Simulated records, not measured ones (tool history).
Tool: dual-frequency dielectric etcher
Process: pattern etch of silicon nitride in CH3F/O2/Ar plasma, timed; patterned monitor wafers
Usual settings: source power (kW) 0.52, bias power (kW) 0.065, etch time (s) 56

| run | hour | source power (kW) | bias power (kW) | etch time (s) | read-back reference wafer on the same gauge, depth_nm | mean etch depth across the wafer (angstrom) |
|---|---|---|---|---|---|---|
| 1 | 0 | 0.52 | 0.056 | 56 | 45.09 | 379.7 |
| 2 | 23.5 | 0.52 | 0.065 | 56 | 45.09 | 398.1 |
| 3 | 42.6 | 0.52 | 0.065 | 56 | 45.11 | 398.4 |
|  | 51.7 | gauge calibrated |
| 4 | 62.2 | 0.52 | 0.065 | 56 | 45.11 | 399.3 |
| 5 | 117.8 | 0.52 | 0.065 | 56 | 45.08 | 397.7 |
|  | 135.2 | bias power generator calibrated |
| 6 | 138.6 | 0.52 | 0.065 | 56 | 45.1 | 398.4 |
| 7 | 158.9 | 0.6 | 0.065 | 60 | 45.11 | 444.9 |
|  | 175.5 | source power generator calibrated |
| 8 | 176 | 0.6 | 0.065 | 60 | 45.09 | 445 |
| 9 | 207.4 | 0.6 | 0.065 | 60 | 45.12 | 445.1 |
| 10 | 223.1 | 0.52 | 0.065 | 56 | 45.09 | 397.9 |
| 11 | 267.7 | 0.4 | 0.05 | 56 | 45.11 | 340.3 |
| 12 | 301.6 | 0.56 | 0.065 | 39 | 45.1 | 282.3 |
| 13 | 322.4 | 0.52 | 0.065 | 56 | 45.1 | 396.6 |
| 14 | 353.9 | 0.52 | 0.059 | 67 | 45.09 | 460.6 |
| 15 | 369 | 0.52 | 0.065 | 56 | 45.12 | 395.7 |
| 16 | 381.3 | 0.52 | 0.065 | 56 | 45.11 | 396.9 |
|  | 409.3 | wet clean of the chamber |
| 17 | 457.3 | 0.55 | 0.059 | 56 | 45.09 | 393.6 |
| 18 | 474 | 0.65 | 0.07 | 66.5 | 45.11 | 518.9 |
| 19 | 488.4 | 0.52 | 0.065 | 56 | 45.1 | 399.7 |
|  | 530.3 | upper electrode replaced |
| 20 | 530.8 | 0.44 | 0.051 | 68.5 | 45.09 | 430.5 |
| 21 | 557.7 | 0.47 | 0.078 | 66 | 45.09 | 488.4 |
| 22 | 576.1 | 0.52 | 0.056 | 50.5 | 45.1 | 342 |
| 23 | 610.6 | 0.52 | 0.065 | 56 | 45.09 | 398.8 |

Run 24 comes next. What will it give?
| 24 | 627 | 0.62 | 0.077 | 56 | ? | ? |

{"run 24": {"read-back reference wafer on the same gauge, depth_nm": 45.09, "mean etch depth across the wafer (angstrom)": 442}}
Without the tool's hidden state the same run would have given mean etch depth across the wafer (angstrom) 444.3.
